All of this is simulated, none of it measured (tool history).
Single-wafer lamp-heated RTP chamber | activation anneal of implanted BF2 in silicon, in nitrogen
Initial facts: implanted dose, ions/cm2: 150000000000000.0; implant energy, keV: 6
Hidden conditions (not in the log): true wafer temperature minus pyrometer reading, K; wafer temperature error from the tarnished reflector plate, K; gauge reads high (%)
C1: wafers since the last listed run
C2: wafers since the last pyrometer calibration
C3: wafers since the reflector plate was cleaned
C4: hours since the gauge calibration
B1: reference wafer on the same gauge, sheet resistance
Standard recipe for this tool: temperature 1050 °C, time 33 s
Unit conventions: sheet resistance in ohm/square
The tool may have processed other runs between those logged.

{"run": 1, "hour": 0.0, "temperature": 1050, "time": 33, "C1": 0, "C2": 2618, "C3": 7558, "C4": 524.8, "B1": 696.59, "sheet resistance": 757.79}
{"run": 2, "hour": 46.5, "temperature": 1050, "time": 33, "C1": 483, "C2": 3101, "C3": 8042, "C4": 571.3, "B1": 696.05, "sheet resistance": 755.19}
{"hour": 85.8, "done": "pyrometer window cleaned and pyrometer calibrated"}
{"run": 3, "hour": 96.0, "temperature": 1050, "time": 33, "C1": 431, "C2": 106, "C3": 8473, "C4": 620.8, "B1": 695.62, "sheet resistance": 763.92}
{"run": 4, "hour": 143.3, "temperature": 1050, "time": 33, "C1": 491, "C2": 598, "C3": 8965, "C4": 668.1, "B1": 695.88, "sheet resistance": 760.35}
{"run": 5, "hour": 353.8, "temperature": 1073, "time": 20, "C1": 2188, "C2": 2786, "C3": 11154, "C4": 878.6, "B1": 696.15, "sheet resistance": 763.74}
{"hour": 398.9, "done": "pyrometer window cleaned and pyrometer calibrated"}
{"run": 6, "hour": 399.4, "temperature": 1050, "time": 33, "C1": 390, "C2": 5, "C3": 11545, "C4": 924.2, "B1": 696.24, "sheet resistance": 755.44}
{"run": 7, "hour": 424.6, "temperature": 1050, "time": 33, "C1": 262, "C2": 267, "C3": 11807, "C4": 949.4, "B1": 695.84, "sheet resistance": 754.91}
{"run": 8, "hour": 457.7, "temperature": 1050, "time": 33, "C1": 344, "C2": 611, "C3": 12151, "C4": 982.5, "B1": 696.17, "sheet resistance": 754.26}
{"run": 9, "hour": 507.1, "temperature": 1050, "time": 33, "C1": 513, "C2": 1125, "C3": 12665, "C4": 1031.9, "B1": 696.05, "sheet resistance": 753.33}
{"run": 10, "hour": 560.0, "temperature": 1030, "time": 33, "C1": 550, "C2": 1675, "C3": 13215, "C4": 1084.8, "B1": 695.93, "sheet resistance": 776.87}
{"run": 11, "hour": 608.0, "temperature": 1050, "time": 33, "C1": 499, "C2": 2174, "C3": 13714, "C4": 1132.8, "B1": 695.86, "sheet resistance": 752.22}
{"hour": 613.0, "done": "gauge calibrated"}
{"hour": 652.0, "done": "reflector plate cleaned"}
{"run": 12, "hour": 655.1, "temperature": 1050, "time": 33, "C1": 406, "C2": 2580, "C3": 32, "C4": 42.1, "B1": 695.45, "sheet resistance": 751.93}
{"run": 13, "hour": 687.6, "temperature": 1050, "time": 33, "C1": 337, "C2": 2918, "C3": 370, "C4": 74.6, "B1": 695.96, "sheet resistance": 749.34}
{"run": 14, "hour": 755.6, "temperature": 1050, "time": 33, "C1": 707, "C2": 3625, "C3": 1077, "C4": 142.6, "B1": 695.76, "sheet resistance": 751.24}
{"run": 15, "hour": 800.6, "temperature": 1050, "time": 33, "C1": 467, "C2": 4093, "C3": 1545, "C4": 187.6, "B1": 695.88, "sheet resistance": 746.66}
{"hour": 856.7, "done": "pyrometer window cleaned and pyrometer calibrated, repeated, since the last time left the tool worse"}
{"run": 16, "hour": 869.3, "temperature": 1070, "time": 33, "C1": 631, "C2": 130, "C3": 2176, "C4": 256.3, "B1": 695.89, "sheet resistance": 746.27}
{"run": 17, "hour": 909.2, "temperature": 1067, "time": 33, "C1": 414, "C2": 545, "C3": 2591, "C4": 296.2, "B1": 696.17, "sheet resistance": 742.03}
{"run": 18, "hour": 972.7, "temperature": 1050, "time": 33, "C1": 660, "C2": 1206, "C3": 3251, "C4": 359.7, "B1": 696.13, "sheet resistance": 763.92}
{"run": 19, "hour": 1015.9, "temperature": 1050, "time": 33, "C1": 449, "C2": 1655, "C3": 3700, "C4": 402.9, "B1": 696.2, "sheet resistance": 762.28}
{"hour": 1168.8, "done": "pyrometer window cleaned and pyrometer calibrated"}
{"run": 20, "hour": 1183.0, "temperature": 1073, "time": 33, "C1": 1654, "C2": 147, "C3": 5355, "C4": 570, "B1": 695.88, "sheet resistance": 739.98}
{"run": 21, "hour": 1209.7, "temperature": 1021, "time": 51, "C1": 277, "C2": 425, "C3": 5632, "C4": 596.7, "B1": 696.41, "sheet resistance": 774.55}
{"run": 22, "hour": 1271.8, "temperature": 1073, "time": 15, "C1": 645, "C2": 1070, "C3": 6278, "C4": 658.8, "B1": 696.1, "sheet resistance": 776.56}
{"run": 23, "hour": 1299.3, "temperature": 1026, "time": 19, "C1": 285, "C2": 1356, "C3": 6564, "C4": 686.3, "B1": 696.05, "sheet resistance": 805.8}
{"run": 24, "hour": 1323.5, "temperature": 1037, "time": 23, "C1": 251, "C2": 1608, "C3": 6816, "C4": 710.5, "B1": 695.96, "sheet resistance": 791.29}
{"run": 25, "hour": 1388.5, "temperature": 1050, "time": 26, "C1": 675, "C2": 2284, "C3": 7492, "C4": 775.5, "B1": 696.16, "sheet resistance": 768.66}
{"run": 26, "hour": 1443.8, "temperature": 1069, "time": 46, "C1": 575, "C2": 2859, "C3": 8067, "C4": 830.8, "B1": 696.27, "sheet resistance": 728.83}
{"hour": 1501.4, "done": "pyrometer window cleaned and pyrometer calibrated"}
{"run": 27, "hour": 1501.9, "temperature": 1065, "time": 24, "C1": 520, "C2": 5, "C3": 8588, "C4": 888.9, "B1": 696.21, "sheet resistance": 767.09}
{"run": 28, "hour": 1561.5, "temperature": 1050, "time": 33, "C1": 619, "C2": 624, "C3": 9208, "C4": 948.5, "B1": 696.53, "sheet resistance": 762.04}
{"run": 29, "hour": 1627.3, "temperature": 1040, "time": 22, "C1": 684, "C2": 1308, "C3": 9892, "C4": 1014.3, "B1": 695.5, "sheet resistance": 792.62}
{"run": 30, "hour": 1697.0, "temperature": 1026, "time": 19, "C1": 724, "C2": 2033, "C3": 10617, "C4": 1084, "B1": 695.88, "sheet resistance": 806.29}
{"run": 31, "hour": 1768.5, "temperature": 1072, "time": 22, "C1": 743, "C2": 2777, "C3": 11360, "C4": 1155.5, "B1": 696.24, "sheet resistance": 763.63}
{"hour": 1773.4, "done": "gauge calibrated"}
{"run": 32, "hour": 1834.1, "temperature": 1050, "time": 33, "C1": 682, "C2": 3459, "C3": 12042, "C4": 60.7, "B1": 696.2, "sheet resistance": 756.43}

Below, some changes in sheet resistance between adjacent runs. For each, the amount present without the hidden state too (settings, incoming material, random variation) and the amount remaining for the hidden state with gauge scatter not shared by both compared results:
Run 5 -> 6: temperature 1073 -> 1050, time 20 -> 33, pyrometer window cleaned and pyrometer calibrated. sheet resistance -8.3 ohm/square: hidden state -4.78, all else -3.52.
Run 15 -> 16: temperature 1050 -> 1070, pyrometer window cleaned and pyrometer calibrated, repeated, since the last time left the tool worse. sheet resistance -0.39 ohm/square: hidden state +13.53, all else -13.92.
Run 25 -> 26: temperature 1050 -> 1069, time 26 -> 46. sheet resistance -39.83 ohm/square: hidden state -0.88, all else -38.95.
Run 26 -> 27: temperature 1069 -> 1065, time 46 -> 24, pyrometer window cleaned and pyrometer calibrated. sheet resistance +38.26 ohm/square: hidden state +4.09, all else +34.17.
Run 30 -> 31: temperature 1026 -> 1072, time 19 -> 22. sheet resistance -42.66 ohm/square: hidden state -1.07, all else -41.59.

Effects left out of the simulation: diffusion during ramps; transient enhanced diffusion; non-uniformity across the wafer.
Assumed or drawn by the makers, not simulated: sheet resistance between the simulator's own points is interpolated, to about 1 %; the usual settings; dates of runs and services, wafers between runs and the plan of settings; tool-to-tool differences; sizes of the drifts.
